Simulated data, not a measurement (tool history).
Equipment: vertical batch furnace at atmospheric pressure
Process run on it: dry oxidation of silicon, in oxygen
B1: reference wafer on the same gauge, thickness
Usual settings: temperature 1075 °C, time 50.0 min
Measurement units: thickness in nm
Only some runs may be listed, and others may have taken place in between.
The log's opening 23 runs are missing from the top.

{"run": 24, "hour": 1251.8, "temperature": 1075, "time": 50.0, "B1": 70.97, "thickness": 75.17}
{"run": 25, "hour": 1297.5, "temperature": 1061, "time": 30.0, "B1": 70.97, "thickness": 48.95}
{"run": 26, "hour": 1340.3, "temperature": 1087, "time": 38.5, "B1": 70.98, "thickness": 70.14}
{"run": 27, "hour": 1388.1, "temperature": 1059, "time": 71.5, "B1": 70.96, "thickness": 82.32}
{"run": 28, "hour": 1441.1, "temperature": 1054, "time": 68.0, "B1": 70.96, "thickness": 77.08}
{"run": 29, "hour": 1467.8, "temperature": 1087, "time": 50.0, "B1": 71.03, "thickness": 81.4}
{"run": 30, "hour": 1522.1, "temperature": 1088, "time": 29.0, "B1": 71.01, "thickness": 59.16}
{"run": 31, "hour": 1720.5, "temperature": 1053, "time": 40.5, "B1": 70.97, "thickness": 54.6}
{"run": 32, "hour": 1746.0, "temperature": 1091, "time": 50.0, "B1": 71.0, "thickness": 83.9}
{"run": 33, "hour": 1817.2, "temperature": 1075, "time": 50.0, "B1": 70.98, "thickness": 74.72}
{"run": 34, "hour": 1849.3, "temperature": 1054, "time": 50.0, "B1": 71.01, "thickness": 62.67}
{"run": 35, "hour": 1892.3, "temperature": 1075, "time": 71.0, "B1": 71.01, "thickness": 93.06}
{"run": 36, "hour": 1950.6, "temperature": 1066, "time": 50.0, "B1": 71.01, "thickness": 68.98}
{"run": 37, "hour": 2018.7, "temperature": 1064, "time": 58.5, "B1": 70.98, "thickness": 75.03}
{"run": 38, "hour": 2047.6, "temperature": 1075, "time": 50.0, "B1": 71.0, "thickness": 74.36}
{"run": 39, "hour": 2092.5, "temperature": 1095, "time": 63.0, "B1": 70.99, "thickness": 99.9}
{"run": 40, "hour": 2134.5, "temperature": 1075, "time": 50.0, "B1": 71.04, "thickness": 74.36}

Here are 3 independent what-if runs from the current tool condition. What would each one return?
{"run": "A", "hour": 2138.4, "temperature": 1075, "time": 50.0, "B1": "?", "thickness": "?"}
{"run": "B", "hour": 2138.4, "temperature": 1075, "time": 41.0, "B1": "?", "thickness": "?"}
{"run": "C", "hour": 2138.4, "temperature": 1053, "time": 57.5, "B1": "?", "thickness": "?"}

run=A B1=71.00 thickness=74.38
run=B B1=71.00 thickness=65.72
run=C B1=71.00 thickness=68.09
Without the tool's unlogged condition, the same runs would have read:
run=A thickness=74.97
run=B thickness=66.25
run=C thickness=68.67

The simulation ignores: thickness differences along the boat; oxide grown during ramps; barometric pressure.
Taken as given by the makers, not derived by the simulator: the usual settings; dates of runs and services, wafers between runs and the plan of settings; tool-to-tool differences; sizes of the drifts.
